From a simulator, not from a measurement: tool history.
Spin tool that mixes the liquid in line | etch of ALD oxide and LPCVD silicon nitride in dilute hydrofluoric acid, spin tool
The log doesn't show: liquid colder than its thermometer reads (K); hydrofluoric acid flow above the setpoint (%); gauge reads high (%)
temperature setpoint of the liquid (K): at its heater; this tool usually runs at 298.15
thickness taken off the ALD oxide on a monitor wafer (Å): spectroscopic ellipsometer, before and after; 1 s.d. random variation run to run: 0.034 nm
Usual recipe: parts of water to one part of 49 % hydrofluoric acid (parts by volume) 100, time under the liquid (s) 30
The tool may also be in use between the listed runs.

run   hour  temperature setpoint of the liquid (K)  parts of water to one part of 49 % hydrofluoric acid (parts by volume)  time under the liquid (s)  wafers since the last listed run  hours since the thermometer was replaced  hours since the hydrofluoric acid flow meter was replaced  hours since the gauge calibration  read-back film thickness of the ALD oxide reference wafer, read on the same gauge (nm)  thickness taken off the ALD oxide on a monitor wafer (Å)
  1      0                                  298.15                                                                     100                         30                                 0                                     267.7                                                      100.5                              182.9                                                                                   60.05                                                      60.5
  2  148.4                                  298.15                                                                     100                         30                              2077                                     416.1                                                      248.9                              331.3                                                                                   60.41                                                      60.2
  3  194.6                                  298.15                                                                     100                         30                               646                                     462.3                                                      295.1                              377.5                                                                                   60.57                                                        61
  4  249.3                                  298.15                                                                     100                         20                               765                                       517                                                      349.8                              432.2                                                                                   60.82                                                      40.7
  5  289.7                                  298.15                                                                     100                         20                               565                                     557.4                                                      390.2                              472.6                                                                                   60.99                                                      40.7
  6  334.6                                  298.15                                                                     100                         30                               628                                     602.3                                                      435.1                              517.5                                                                                   61.19                                                        62
     379.6  -- gauge calibrated
  7  381.6                                  296.65                                                                     100                         30                               658                                     649.3                                                      482.1                                  2                                                                                   60.02                                                      57.1
     437.7  -- thermometer replaced
  8  441.3                                  298.15                                                                     100                         30                               821                                       3.6                                                      541.8                               61.7                                                                                   59.97                                                      60.2
  9  487.2                                  298.15                                                                     100                         25                               642                                      49.5                                                      587.7                              107.6                                                                                   60.07                                                      50.6
 10  512.3                                  298.15                                                                      65                         30                               351                                      74.6                                                      612.8                              132.7                                                                                   60.06                                                      97.5
     533.1  -- hydrofluoric acid flow meter replaced
 11  549.5                                  294.65                                                                      70                         30                               506                                     111.8                                                       16.4                              169.9                                                                                   60.15                                                      77.9
 12  599.7                                  293.15                                                                      70                         45                               702                                       162                                                       66.6                              220.1                                                                                   60.22                                                     110.1
 13  659.1                                  301.15                                                                     100                         45                               831                                     221.4                                                        126                              279.5                                                                                   60.38                                                     103.2
 14  728.8                                  294.15                                                                      80                         30                               975                                     291.1                                                      195.7                              349.2                                                                                   60.59                                                      65.6
 15  759.3                                  298.15                                                                     100                         30                               427                                     321.6                                                      226.2                              379.7                                                                                    60.7                                                      61.3

Each row is a separate what-if for the run after 15, all from the same tool condition, not one after another. Results?
  A  759.7                                  294.65                                                                     100                         30                                 5                                       322                                                      226.6                              380.1                                                                                       ?                                                         ?
  B  759.7                                  294.65                                                                      80                         15                                 5                                       322                                                      226.6                              380.1                                                                                       ?                                                         ?
  C  759.7                                  296.65                                                                      60                         15                                 5                                       322                                                      226.6                              380.1                                                                                       ?                                                         ?

run  read-back film thickness of the ALD oxide reference wafer, read on the same gauge (nm)  thickness taken off the ALD oxide on a monitor wafer (Å)
  A                                                                                   60.71                                                      52.8
  B                                                                                   60.71                                                      33.8
  C                                                                                   60.71                                                      50.1
The same runs, with their run-to-run variation unchanged, on a tool lacking any hidden condition would have given:
run  thickness taken off the ALD oxide on a monitor wafer (Å)
  A                                                      52.2
  B                                                      33.4
  C                                                      49.5
